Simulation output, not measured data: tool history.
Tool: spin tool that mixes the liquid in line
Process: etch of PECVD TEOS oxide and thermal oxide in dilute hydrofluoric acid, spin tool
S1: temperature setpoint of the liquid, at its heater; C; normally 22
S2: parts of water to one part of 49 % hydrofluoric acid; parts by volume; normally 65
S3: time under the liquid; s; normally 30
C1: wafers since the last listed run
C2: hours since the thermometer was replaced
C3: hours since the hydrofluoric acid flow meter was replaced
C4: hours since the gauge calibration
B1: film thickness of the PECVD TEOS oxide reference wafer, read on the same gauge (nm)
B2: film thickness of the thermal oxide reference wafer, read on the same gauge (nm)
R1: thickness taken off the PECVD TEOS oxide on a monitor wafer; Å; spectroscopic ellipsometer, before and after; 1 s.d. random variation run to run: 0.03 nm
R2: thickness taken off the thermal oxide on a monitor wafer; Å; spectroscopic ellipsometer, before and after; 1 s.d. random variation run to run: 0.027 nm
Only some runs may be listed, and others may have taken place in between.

run   hour    S1  S2  S3   C1     C2      C3     C4     B1      B2     R1     R2
  1      0    22  40  30    0    0.9  1192.7    1.9     90  80.002  156.7  36.52
  2    7.6    22  40  30   95    8.5  1200.3    9.5  89.96  80.019  157.3  35.51
  3   25.6    22  40  30  225   26.5  1218.3   27.5  89.99  80.028  156.7  35.73
  4     40    22  65  30  180   40.9  1232.7   41.9  90.02   80.03   93.4  21.96
  5   48.2    22  65  30  102   49.1  1240.9   50.1     90  80.007   93.1  21.51
  6   56.3    22  65  30  101   57.2    1249   58.2  89.98  80.004   93.3  21.83
  7   64.6    17  35  15  104   65.5  1257.3   66.5  89.98  79.995   72.8  16.92
  8   78.5    22  55  40  174   79.4  1271.2   80.4  90.01  79.985    148  33.77
  9   95.1    26  80  25  208     96  1287.8     97  89.99  80.029   72.5  16.72
     107.2  -- hydrofluoric acid flow meter replaced
 10  107.7    25  65  30  145  108.6     0.5  109.6  90.01  80.015  111.5   25.9
 11  122.8    25  80  20  189  123.7    15.6  124.7  89.98  79.986   59.3  14.05
 12    131  18.5  65  15  102  131.9    23.8  132.9     90  80.004   42.5   9.82
 13  147.1    22  75  30  201    148    39.9    149  90.01  79.998   84.5  19.56
 14    156  23.5  95  45  111  156.9    48.8  157.9     90  80.012    104  24.33
 15  171.4    19  45  50  193  172.3    64.2  173.3  89.99  80.031  215.7  50.53
 16  186.6    20  90  45  190  187.5    79.4  188.5     90  80.033     96  22.26
 17  193.4    18  85  30   85  194.3    86.2  195.3  90.01  80.016   62.2  14.48
 18  206.3    24  65  30  161  207.2    99.1  208.2  89.98  79.966  106.6   24.1
 19  218.2  23.5  65  20  149  219.1     111  220.1  90.01  80.003   69.7  15.97
 20  233.7    22  65  30  194  234.6   126.5  235.6  90.02  79.996   98.3  22.81
 21    244    26  45  25  129  244.9   136.8  245.9  90.01  79.994  143.8  32.85
 22  253.1    25  50  30  114    254   145.9    255  89.99  80.003  147.4  34.21
 23  268.7    22  65  30  195  269.6   161.5  270.6  90.03  79.984   97.8  22.42
 24  277.8    22  55  15  114  278.7   170.6  279.7  89.99  80.011     59  13.43
 25    285    22  65  30   90  285.9   177.8  286.9  89.99  80.028   98.4  22.22

Consider 5 possible next runs. They are alternatives, not a sequence: every one starts from the tool as it was left by run 25. What does each give?
  A  285.4    20  65  30   5  286.3  178.2  287.3   ?   ?   ?   ?
  B  285.4    26  65  30   5  286.3  178.2  287.3   ?   ?   ?   ?
  C  285.4    22  50  30   5  286.3  178.2  287.3   ?   ?   ?   ?
  D  285.4    20  65  45   5  286.3  178.2  287.3   ?   ?   ?   ?
  E  285.4  19.5  65  30   5  286.3  178.2  287.3   ?   ?   ?   ?

run     B1      B2     R1     R2
  A  90.02  79.986   90.4  20.42
  B  90.02  79.986  115.7  26.11
  C  90.02  79.986  130.2   29.4
  D  90.02  79.986  135.7  30.63
  E  90.02  79.986   88.6  19.99
Without the tool's unlogged condition, the same runs would have read:
run     R1     R2
  A   91.4  20.63
  B  116.8  26.38
  C  131.5   29.7
  D    137  30.94
  E   89.4   20.2
